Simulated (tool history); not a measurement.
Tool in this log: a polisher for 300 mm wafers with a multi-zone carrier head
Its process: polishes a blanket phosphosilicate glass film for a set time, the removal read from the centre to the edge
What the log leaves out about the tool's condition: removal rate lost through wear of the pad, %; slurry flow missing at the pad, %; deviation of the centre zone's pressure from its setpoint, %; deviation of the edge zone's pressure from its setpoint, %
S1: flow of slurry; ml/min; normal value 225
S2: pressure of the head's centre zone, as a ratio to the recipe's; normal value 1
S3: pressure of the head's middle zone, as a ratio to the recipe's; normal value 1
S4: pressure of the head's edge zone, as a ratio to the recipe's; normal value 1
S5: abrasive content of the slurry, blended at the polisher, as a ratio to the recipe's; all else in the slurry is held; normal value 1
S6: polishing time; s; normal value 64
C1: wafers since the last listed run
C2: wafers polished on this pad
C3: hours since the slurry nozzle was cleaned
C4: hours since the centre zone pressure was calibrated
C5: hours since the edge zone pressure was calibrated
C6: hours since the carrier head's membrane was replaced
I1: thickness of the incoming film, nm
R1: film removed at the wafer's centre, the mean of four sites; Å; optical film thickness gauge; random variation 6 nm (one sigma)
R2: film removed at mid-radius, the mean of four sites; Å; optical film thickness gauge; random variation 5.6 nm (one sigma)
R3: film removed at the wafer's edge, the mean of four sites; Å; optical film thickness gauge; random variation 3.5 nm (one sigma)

run	day	S1	S2	S3	S4	S5	S6	C1	C2	C3	C4	C5	C6	I1	R1	R2	R3
1	0	225	1.06	1	1	1	64	0	629	59.4	1104.7	818.3	1081.5	3806.1	6255	5487	5300
2	0.696	225	1.06	1	1	1	64	174	803	76.1	1121.4	835	1098.2	3715.1	6347	5350	5353
3	1.25	225	1	1	1	1	64	138	942	89.4	1134.7	848.3	1111.5	3751.8	6020	5343	5304
4	1.929	225	1	1	1	0.75	64	170	1112	105.7	1151	864.6	1127.8	3807.9	5004	4449	4432
5	2.392	180	1	1	1	1	64	115	1228	116.8	1162.1	875.7	1138.9	3749.2	5674	5244	5183
# day 2.988: carrier head's membrane replaced by a new one
6	3.008	225	1.09	1	1	1	75	102	1330	131.6	1176.9	890.5	0.5	3744.5	7677	6369	6218
7	3.229	300	1	1	1	1	64	55	1386	136.9	1182.2	895.8	5.8	3691.3	6178	5594	5447
8	3.738	225	1.06	1	1.07	1	64	127	1513	149.1	1194.4	908	18	3682.3	6298	5381	5432
# day 3.912: worn pad replaced by a new one
# day 4.062: edge zone pressure recalibrated
9	4.083	225	1	1	1	1	64	23	21	157.4	1202.7	0.5	26.3	3717.5	6131	5476	5243
10	4.592	225	1	1	1	1	50	127	148	169.6	1214.9	12.7	38.5	3717.3	4716	4161	4094
11	5.317	225	0.92	1	1	1	76	181	330	187	1232.3	30.1	55.9	3831.3	6593	6363	6277
# day 5.783: centre zone pressure recalibrated
12	5.921	225	1	1	0.92	1	64	130	460	201.5	3.3	44.6	70.4	3737.5	5386	5482	5184
13	6.388	225	0.95	1	1	1	64	116	577	212.7	14.5	55.8	81.6	3730.2	5123	5290	5308
14	6.946	225	1.05	1	1	1	64	139	717	226.1	27.9	69.2	95	3739.3	5531	5488	5284
15	7.512	300	1	1	1	1	64	141	859	239.7	41.5	82.8	108.6	3728.4	5388	5621	5423
16	7.783	180	1	1.09	0.97	1	85	67	927	246.2	48	89.3	115.1	3805.2	6827	7509	6694
17	8.312	225	1	1	1	1	64	132	1059	258.9	60.7	102	127.8	3753.7	5269	5304	5314
18	8.604	225	1	1	1	1	85	73	1132	265.9	67.7	109	134.8	3716.9	6937	7189	7002
19	8.946	190	0.96	1	1.11	1	86	85	1218	274.1	75.9	117.2	143	3710.1	6760	7176	7260
# day 9.508: worn pad replaced by a new one
20	9.529	225	1	1	1	1	64	104	4	288.1	89.9	131.2	157	3793.7	5282	5496	5272
21	9.867	225	1	0.97	1	1	48	84	89	296.2	98	139.3	165.1	3716.9	4013	3960	3962

Run by run, hidden condition taken away, random variation retained:
run	R1
1	5613
2	5687
3	5385
4	4469
5	5063
6	6847
7	5503
8	5607
9	5450
10	4189
11	5841
12	5409
13	5139
14	5540
15	5390
16	6825
17	5260
18	6921
19	6739
20	5258
21	3992
R2: differs from the measured result by no more than 4 Å in any run.
R3: as measured in every run.
